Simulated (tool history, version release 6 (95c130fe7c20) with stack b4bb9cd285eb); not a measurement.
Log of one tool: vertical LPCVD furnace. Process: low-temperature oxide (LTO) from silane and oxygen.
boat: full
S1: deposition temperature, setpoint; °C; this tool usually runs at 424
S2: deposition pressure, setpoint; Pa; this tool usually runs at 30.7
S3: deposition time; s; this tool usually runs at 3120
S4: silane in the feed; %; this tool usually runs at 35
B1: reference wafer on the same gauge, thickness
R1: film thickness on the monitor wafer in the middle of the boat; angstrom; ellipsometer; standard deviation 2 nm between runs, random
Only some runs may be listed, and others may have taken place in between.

Run 1, hour 0.0: usual settings; B1 622.40. Result: R1 5655.1 angstrom.
Run 2, hour 54.2: usual settings; B1 621.98. Result: R1 5664.6 angstrom.
Run 3, hour 117.1: usual settings; B1 622.68. Result: R1 5660.2 angstrom.
Run 4, hour 155.5: usual settings but S2 36.0 Pa, S3 2340 s; B1 622.06. Result: R1 4982.6 angstrom.
Run 5, hour 210.3: usual settings but S2 36.0 Pa, S3 2340 s; B1 621.21. Result: R1 4977.2 angstrom.
Run 6, hour 260.1: usual settings but S2 36.0 Pa, S3 2340 s; B1 621.59. Result: R1 4973.0 angstrom.
Run 7, hour 302.6: usual settings but S3 3780 s; B1 621.95. Result: R1 6858.1 angstrom.
Run 8, hour 349.9: usual settings; B1 621.28. Result: R1 5676.3 angstrom.
Run 9, hour 388.7: usual settings; B1 622.85. Result: R1 5686.5 angstrom.
Run 10, hour 456.2: usual settings; B1 621.63. Result: R1 5645.6 angstrom.
Run 11, hour 486.0: usual settings but S2 33.3 Pa; B1 622.07. Result: R1 6127.6 angstrom.
Run 12, hour 549.5: usual settings but S2 36.0 Pa, S4 30 %; B1 621.78. Result: R1 5411.0 angstrom.
Run 13, hour 579.1: usual settings but S1 431 °C, S4 28 %; B1 622.57. Result: R1 4498.7 angstrom.
Run 14, hour 645.4: usual settings; B1 622.96. Result: R1 5689.3 angstrom.
Run 15, hour 674.6: usual settings but S3 3570 s, S4 30 %; B1 621.83. Result: R1 5217.4 angstrom.
Run 16, hour 759.6: usual settings but S1 418 °C, S2 33.3 Pa, S3 4110 s, S4 31 %; B1 622.00. Result: R1 6218.5 angstrom.
Run 17, hour 766.3: usual settings; B1 622.11. Result: R1 5463.1 angstrom.
Run 18, hour 855.0: usual settings; B1 622.29. Result: R1 5427.0 angstrom.
Run 19, hour 898.2: usual settings; B1 621.44. Result: R1 5644.9 angstrom.
Run 20, hour 954.0: usual settings but S1 414 °C, S2 25.3 Pa, S3 3480 s, S4 31 %; B1 621.81. Result: R1 3995.1 angstrom.
Run 21, hour 983.7: usual settings but S4 38 %; B1 622.53. Result: R1 6219.6 angstrom.
Run 22, hour 1055.4: usual settings but S1 430 °C, S2 32.7 Pa, S3 2070 s, S4 37 %; B1 622.88. Result: R1 4558.4 angstrom.
Run 23, hour 1105.3: usual settings but S2 26.0 Pa; B1 622.33. Result: R1 4790.2 angstrom.
Run 24, hour 1164.2: usual settings but S4 39 %; B1 622.43. Result: R1 6411.5 angstrom.
Run 25, hour 1206.8: usual settings but S1 415 °C, S2 24.0 Pa, S3 3990 s, S4 33 %; B1 622.76. Result: R1 4754.0 angstrom.
Run 26, hour 1266.1: usual settings but S2 24.7 Pa; B1 621.35. Result: R1 4516.7 angstrom.
Run 27, hour 1320.5: usual settings but S1 417 °C, S2 26.0 Pa, S3 3540 s, S4 31 %; B1 622.41. Result: R1 4287.7 angstrom.
Run 28, hour 1363.3: usual settings; B1 623.15. Result: R1 5676.0 angstrom.
Run 29, hour 1397.7: usual settings but S2 34.0 Pa, S3 2460 s, S4 30 %; B1 621.66. Result: R1 4056.1 angstrom.
Run 30, hour 1457.5: usual settings but S1 412 °C, S3 2340 s, S4 28 %; B1 621.37. Result: R1 2754.9 angstrom.
Run 31, hour 1525.5: usual settings but S1 419 °C, S3 3960 s; B1 622.42. Result: R1 6871.5 angstrom.
Run 32, hour 1571.9: usual settings but S1 412 °C, S3 2340 s, S4 28 %; B1 621.84. Result: R1 2743.3 angstrom.

Missing from the log above: 4 entries noted between runs. For each, name the pair of listed runs it sits between and say how the tool's hidden condition differs from the listed run just before to the listed run just after:
From run 15 to run 16: pressure gauge zeroed (hour 736.4); thermocouples replaced and temperature profile calibrated (hour 759.1)
  true tube temperature minus thermocouple reading, K: 2.87 -> 0.107; deviation of the silane flow from its setpoint, %: -2.97 -> -3.2
  measured result minus the result with no hidden state, R1: +7.3 -> -191.5 angstrom
From run 17 to run 18: gauge calibrated (hour 848.5)
  true tube temperature minus thermocouple reading, K: 0.117 -> 0.247; deviation of the silane flow from its setpoint, %: -3.22 -> -3.47
  measured result minus the result with no hidden state, R1: -144.0 -> -147.5 angstrom
From run 18 to run 19: silane flow controller replaced (hour 897.7)
  true tube temperature minus thermocouple reading, K: 0.247 -> 0.311; deviation of the silane flow from its setpoint, %: -3.47 -> 0.139
  measured result minus the result with no hidden state, R1: -147.5 -> +24.7 angstrom

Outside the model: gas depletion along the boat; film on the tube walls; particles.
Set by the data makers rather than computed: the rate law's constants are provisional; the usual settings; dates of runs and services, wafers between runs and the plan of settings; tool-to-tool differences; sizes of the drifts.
